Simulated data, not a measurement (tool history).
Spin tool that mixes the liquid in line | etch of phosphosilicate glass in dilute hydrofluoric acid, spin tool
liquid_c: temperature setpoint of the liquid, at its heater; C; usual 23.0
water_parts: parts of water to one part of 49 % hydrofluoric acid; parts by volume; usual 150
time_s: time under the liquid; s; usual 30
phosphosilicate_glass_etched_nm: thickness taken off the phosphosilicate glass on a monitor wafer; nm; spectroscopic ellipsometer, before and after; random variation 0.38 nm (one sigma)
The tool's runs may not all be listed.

| run | hour | liquid_c | water_parts | time_s | read-back film thickness of the phosphosilicate glass reference wafer, read on the same gauge (nm) | phosphosilicate_glass_etched_nm |
|---|---|---|---|---|---|---|
| 1 | 0.0 | 23.0 | 150 | 30 | 90.01 | 39.44 |
| 2 | 45.2 | 23.0 | 150 | 30 | 89.94 | 40.41 |
|  | 53.5 | gauge calibrated |
| 3 | 79.6 | 23.0 | 150 | 30 | 89.99 | 39.79 |
| 4 | 103.9 | 23.0 | 150 | 30 | 90.01 | 39.35 |
| 5 | 147.6 | 23.0 | 150 | 30 | 90.03 | 39.85 |
| 6 | 181.2 | 23.0 | 150 | 30 | 89.97 | 39.60 |
| 7 | 225.3 | 23.0 | 150 | 30 | 89.94 | 39.86 |
| 8 | 259.3 | 23.0 | 150 | 30 | 90.05 | 39.85 |
| 9 | 325.6 | 23.0 | 150 | 20 | 90.02 | 26.72 |
| 10 | 392.9 | 23.0 | 195 | 30 | 90.05 | 29.14 |
|  | 419.3 | thermometer replaced |
| 11 | 429.1 | 26.0 | 150 | 20 | 89.98 | 31.57 |
| 12 | 458.4 | 23.0 | 150 | 30 | 89.96 | 41.55 |
| 13 | 492.3 | 23.0 | 150 | 30 | 90.02 | 41.68 |
| 14 | 524.3 | 23.0 | 125 | 30 | 89.97 | 51.72 |
| 15 | 580.0 | 18.5 | 150 | 30 | 90.00 | 35.32 |
| 16 | 643.8 | 19.5 | 150 | 30 | 90.04 | 36.89 |
| 17 | 710.1 | 25.0 | 85 | 30 | 89.97 | 88.01 |
| 18 | 745.7 | 27.0 | 190 | 20 | 89.99 | 24.86 |
| 19 | 789.9 | 19.5 | 95 | 20 | 89.97 | 41.36 |
| 20 | 843.8 | 23.0 | 150 | 45 | 90.02 | 63.75 |
| 21 | 946.2 | 23.0 | 150 | 30 | 89.98 | 42.78 |
| 22 | 991.1 | 23.0 | 150 | 30 | 89.98 | 41.61 |
| 23 | 1026.8 | 24.5 | 215 | 45 | 89.97 | 44.30 |
|  | 1042.4 | hydrofluoric acid flow meter replaced |
| 24 | 1064.2 | 21.0 | 110 | 20 | 89.97 | 34.09 |
| 25 | 1089.2 | 21.0 | 185 | 15 | 90.05 | 14.02 |
| 26 | 1139.6 | 23.0 | 120 | 30 | 89.97 | 49.82 |
| 27 | 1170.0 | 19.5 | 125 | 30 | 89.96 | 41.22 |
| 28 | 1223.9 | 18.0 | 150 | 30 | 90.05 | 31.53 |
| 29 | 1280.1 | 23.0 | 150 | 30 | 90.03 | 39.71 |
| 30 | 1351.6 | 24.5 | 210 | 20 | 90.03 | 18.65 |
| 31 | 1377.5 | 23.0 | 150 | 30 | 90.02 | 38.88 |
| 32 | 1444.7 | 23.0 | 125 | 30 | 89.96 | 47.37 |
|  | 1466.0 | gauge calibrated |
| 33 | 1512.6 | 23.0 | 215 | 20 | 90.02 | 17.16 |

Forecast each of these 3 alternatives for the next run:
| A | 1513.0 | 23.0 | 150 | 30 | ? | ? |
| B | 1513.0 | 23.0 | 150 | 40 | ? | ? |
| C | 1513.0 | 25.5 | 100 | 30 | ? | ? |

| run | read-back film thickness of the phosphosilicate glass reference wafer, read on the same gauge (nm) | phosphosilicate_glass_etched_nm |
|---|---|---|
| A | 90.00 | 39.06 |
| B | 90.00 | 52.07 |
| C | 90.00 | 68.42 |
Without the tool's hidden state the same runs would have given:
| run | phosphosilicate_glass_etched_nm |
|---|---|
| A | 39.20 |
| B | 52.26 |
| C | 68.77 |
